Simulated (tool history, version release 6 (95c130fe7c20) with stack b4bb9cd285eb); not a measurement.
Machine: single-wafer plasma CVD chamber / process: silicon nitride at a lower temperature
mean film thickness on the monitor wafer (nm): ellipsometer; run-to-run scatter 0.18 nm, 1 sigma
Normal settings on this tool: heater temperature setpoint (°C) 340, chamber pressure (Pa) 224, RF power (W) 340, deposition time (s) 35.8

run     day  heater temperature setpoint (°C)  chamber pressure (Pa)  RF power (W)  deposition time (s)  read-back reference wafer on the same gauge, thickness_nm  mean film thickness on the monitor wafer (nm)
  1   0.000                               340                    224           340                 39.6                                                     36.820                                         43.973
      3.962  -- thermocouple changed; heater temperature recalibrated
  2   3.983                               340                    224           340                 35.8                                                     36.777                                         39.431
      4.388  -- capacitance manometer re-zeroed and calibrated
  3   5.388                               340                    224           340                 35.8                                                     36.761                                         39.376
  4   6.650                               340                    224           340                 38.3                                                     36.815                                         42.365
  5   7.867                               340                    224           340                 38.3                                                     36.817                                         42.211
  6   8.658                               340                    224           340                 38.3                                                     36.815                                         42.153
  7   9.367                               332                    224           340                 35.8                                                     36.776                                         39.283
     10.083  -- showerhead replaced, of another model than before
  8  10.292                               332                    224           340                 35.8                                                     36.777                                         39.586
  9  11.454                               340                    224           340                 35.8                                                     36.817                                         39.492
 10  12.617                               340                    191           340                 35.8                                                     36.793                                         36.918
 11  13.700                               340                    224           340                 32.1                                                     36.834                                         35.503
 12  14.258                               340                    224           295                 40.2                                                     36.816                                         42.184
 13  14.850                               340                    224           340                 35.8                                                     36.825                                         39.557
 14  15.717                               335                    224           405                 35.8                                                     36.836                                         42.661
 15  16.629                               340                    224           380                 33.5                                                     36.792                                         38.789
 16  17.254                               340                    271           395                 35.8                                                     36.782                                         44.845
 17  17.842                               331                    224           385                 38.4                                                     36.809                                         44.836
     18.217  -- gauge calibrated
     18.850  -- RF generator calibrated
 18  19.017                               340                    224           340                 39.6                                                     36.776                                         44.959
 19  19.529                               340                    224           340                 35.8                                                     36.776                                         40.752
 20  20.408                               340                    224           340                 35.8                                                     36.778                                         40.622
 21  21.846                               340                    224           275                 35.8                                                     36.770                                         37.648
 22  23.083                               331                    248           340                 41.6                                                     36.819                                         49.270
 23  23.662                               340                    224           340                 35.8                                                     36.790                                         40.863
 24  24.350                               329                    264           390                 35.8                                                     36.781                                         45.761
 25  25.779                               340                    224           340                 41.5                                                     36.809                                         47.002
 26  26.846                               333                    224           365                 29.7                                                     36.792                                         34.792
 27  28.529                               340                    224           405                 35.8                                                     36.801                                         43.253
 28  29.767                               340                    209           275                 35.8                                                     36.785                                         36.296

Here are 5 independent what-if runs from the current tool condition. What would each one return?
  A  29.783                               340                    224           340                 35.8                                                          ?                                              ?
  B  29.783                               344                    173           280                 41.2                                                          ?                                              ?
  C  29.783                               340                    224           380                 35.8                                                          ?                                              ?
  D  29.783                               333                    259           325                 35.8                                                          ?                                              ?
  E  29.783                               340                    224           365                 38.0                                                          ?                                              ?

run  read-back reference wafer on the same gauge, thickness_nm  mean film thickness on the monitor wafer (nm)
  A                                                     36.783                                         40.793
  B                                                     36.783                                         38.791
  C                                                     36.783                                         42.589
  D                                                     36.783                                         42.464
  E                                                     36.783                                         44.491
Take away the tool's hidden state, keep each run's random variation, and the runs would have read:
run  mean film thickness on the monitor wafer (nm)
  A                                         41.317
  B                                         39.313
  C                                         43.136
  D                                         43.028
  E                                         45.063
